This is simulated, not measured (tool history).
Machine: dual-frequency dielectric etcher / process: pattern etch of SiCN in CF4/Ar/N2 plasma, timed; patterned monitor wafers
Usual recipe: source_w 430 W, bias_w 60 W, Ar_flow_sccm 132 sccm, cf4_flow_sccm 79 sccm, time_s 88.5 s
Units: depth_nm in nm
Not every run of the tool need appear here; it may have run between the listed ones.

| run | hour | source_w | bias_w | Ar_flow_sccm | cf4_flow_sccm | time_s | wafers since the last listed run | hours since the last wet clean | hours since the last source power generator calibration | hours since the last bias power generator calibration | hours since the last Ar flow controller change | hours since the last CF4 flow controller change | hours since the last upper electrode change | hours since the gauge calibration | read-back reference wafer on the same gauge, depth_nm | depth_nm |
|---|---|---|---|---|---|---|---|---|---|---|---|---|---|---|---|---|
| 1 | 0.0 | 430 | 60 | 132 | 79 | 88.5 | 0 | 400.2 | 2766.9 | 5127.8 | 3132.0 | 2150.5 | 2410.3 | 343.6 | 61.0 | 72.4 |
| 2 | 10.7 | 430 | 63 | 132 | 65 | 88.5 | 130 | 410.9 | 2777.6 | 5138.5 | 3142.7 | 2161.2 | 2421.0 | 354.3 | 61.0 | 72.1 |
| 3 | 23.2 | 430 | 60 | 132 | 79 | 88.5 | 152 | 423.4 | 2790.1 | 5151.0 | 3155.2 | 2173.7 | 2433.5 | 366.8 | 61.0 | 73.0 |
| 4 | 68.3 | 430 | 60 | 132 | 79 | 88.5 | 548 | 468.5 | 2835.2 | 5196.1 | 3200.3 | 2218.8 | 2478.6 | 411.9 | 61.0 | 73.1 |
|  | 107.4 | gauge calibrated |
|  | 136.0 | upper electrode replaced, of another model than before |
| 5 | 136.5 | 430 | 68 | 132 | 79 | 88.5 | 537 | 536.7 | 2903.4 | 5264.3 | 3268.5 | 2287.0 | 0.5 | 29.1 | 61.1 | 74.6 |
| 6 | 136.9 | 430 | 60 | 132 | 79 | 88.5 | 4 | 537.1 | 2903.8 | 5264.7 | 3268.9 | 2287.4 | 0.9 | 29.5 | 61.0 | 73.3 |
| 7 | 151.6 | 430 | 60 | 132 | 79 | 88.5 | 178 | 551.8 | 2918.5 | 5279.4 | 3283.6 | 2302.1 | 15.6 | 44.2 | 61.0 | 73.5 |
| 8 | 163.8 | 430 | 60 | 132 | 79 | 88.5 | 148 | 564.0 | 2930.7 | 5291.6 | 3295.8 | 2314.3 | 27.8 | 56.4 | 61.0 | 73.4 |
|  | 179.5 | source power generator calibrated |
| 9 | 180.0 | 430 | 60 | 132 | 79 | 88.5 | 148 | 580.2 | 0.5 | 5307.8 | 3312.0 | 2330.5 | 44.0 | 72.6 | 61.0 | 73.8 |
|  | 192.2 | Ar flow controller replaced |
|  | 195.8 | CF4 flow controller replaced |
| 10 | 196.3 | 430 | 63 | 132 | 65 | 88.5 | 80 | 596.5 | 16.8 | 5324.1 | 4.1 | 0.5 | 60.3 | 88.9 | 61.1 | 72.8 |
| 11 | 196.6 | 430 | 60 | 147 | 79 | 95.0 | 3 | 596.8 | 17.1 | 5324.4 | 4.4 | 0.8 | 60.6 | 89.2 | 61.1 | 77.6 |
| 12 | 203.4 | 430 | 60 | 132 | 79 | 88.5 | 82 | 603.6 | 23.9 | 5331.2 | 11.2 | 7.6 | 67.4 | 96.0 | 61.0 | 73.6 |
|  | 230.8 | wet clean of the chamber |
| 13 | 231.3 | 530 | 60 | 132 | 79 | 100.0 | 47 | 0.5 | 51.8 | 5359.1 | 39.1 | 35.5 | 95.3 | 123.9 | 61.0 | 98.5 |
| 14 | 231.7 | 460 | 60 | 132 | 79 | 88.5 | 4 | 0.9 | 52.2 | 5359.5 | 39.5 | 35.9 | 95.7 | 124.3 | 61.0 | 75.6 |
|  | 243.4 | bias power generator calibrated |
| 15 | 243.9 | 430 | 60 | 132 | 79 | 109.0 | 99 | 13.1 | 64.4 | 0.5 | 51.7 | 48.1 | 107.9 | 136.5 | 61.0 | 87.3 |
| 16 | 257.0 | 430 | 73 | 105 | 79 | 70.5 | 159 | 26.2 | 77.5 | 13.6 | 64.8 | 61.2 | 121.0 | 149.6 | 60.9 | 60.4 |
| 17 | 265.9 | 350 | 60 | 114 | 66 | 88.5 | 108 | 35.1 | 86.4 | 22.5 | 73.7 | 70.1 | 129.9 | 158.5 | 61.0 | 58.2 |
| 18 | 281.4 | 460 | 60 | 132 | 69 | 88.5 | 188 | 50.6 | 101.9 | 38.0 | 89.2 | 85.6 | 145.4 | 174.0 | 61.1 | 74.5 |
| 19 | 296.9 | 430 | 51 | 132 | 79 | 105.5 | 188 | 66.1 | 117.4 | 53.5 | 104.7 | 101.1 | 160.9 | 189.5 | 61.0 | 83.2 |
| 20 | 307.1 | 500 | 48 | 158 | 79 | 111.0 | 124 | 76.3 | 127.6 | 63.7 | 114.9 | 111.3 | 171.1 | 199.7 | 61.0 | 97.7 |
| 21 | 319.7 | 350 | 60 | 120 | 60 | 110.0 | 153 | 88.9 | 140.2 | 76.3 | 127.5 | 123.9 | 183.7 | 212.3 | 61.0 | 71.3 |
| 22 | 327.4 | 430 | 72 | 101 | 79 | 88.5 | 93 | 96.6 | 147.9 | 84.0 | 135.2 | 131.6 | 191.4 | 220.0 | 61.0 | 76.9 |

3 options for the next run, each taken on its own from the tool as it stands now. Forecast them:
| A | 327.8 | 430 | 52 | 132 | 79 | 88.5 | 4 | 97.0 | 148.3 | 84.4 | 135.6 | 132.0 | 191.8 | 220.4 | ? | ? |
| B | 327.8 | 430 | 60 | 132 | 96 | 102.0 | 4 | 97.0 | 148.3 | 84.4 | 135.6 | 132.0 | 191.8 | 220.4 | ? | ? |
| C | 327.8 | 430 | 69 | 122 | 79 | 101.0 | 4 | 97.0 | 148.3 | 84.4 | 135.6 | 132.0 | 191.8 | 220.4 | ? | ? |

| run | read-back reference wafer on the same gauge, depth_nm | depth_nm |
|---|---|---|
| A | 61.1 | 70.1 |
| B | 61.1 | 84.1 |
| C | 61.1 | 84.4 |
The same runs, with their run-to-run variation unchanged, on a tool lacking any hidden condition would have given:
| run | depth_nm |
|---|---|
| A | 69.4 |
| B | 83.2 |
| C | 83.5 |
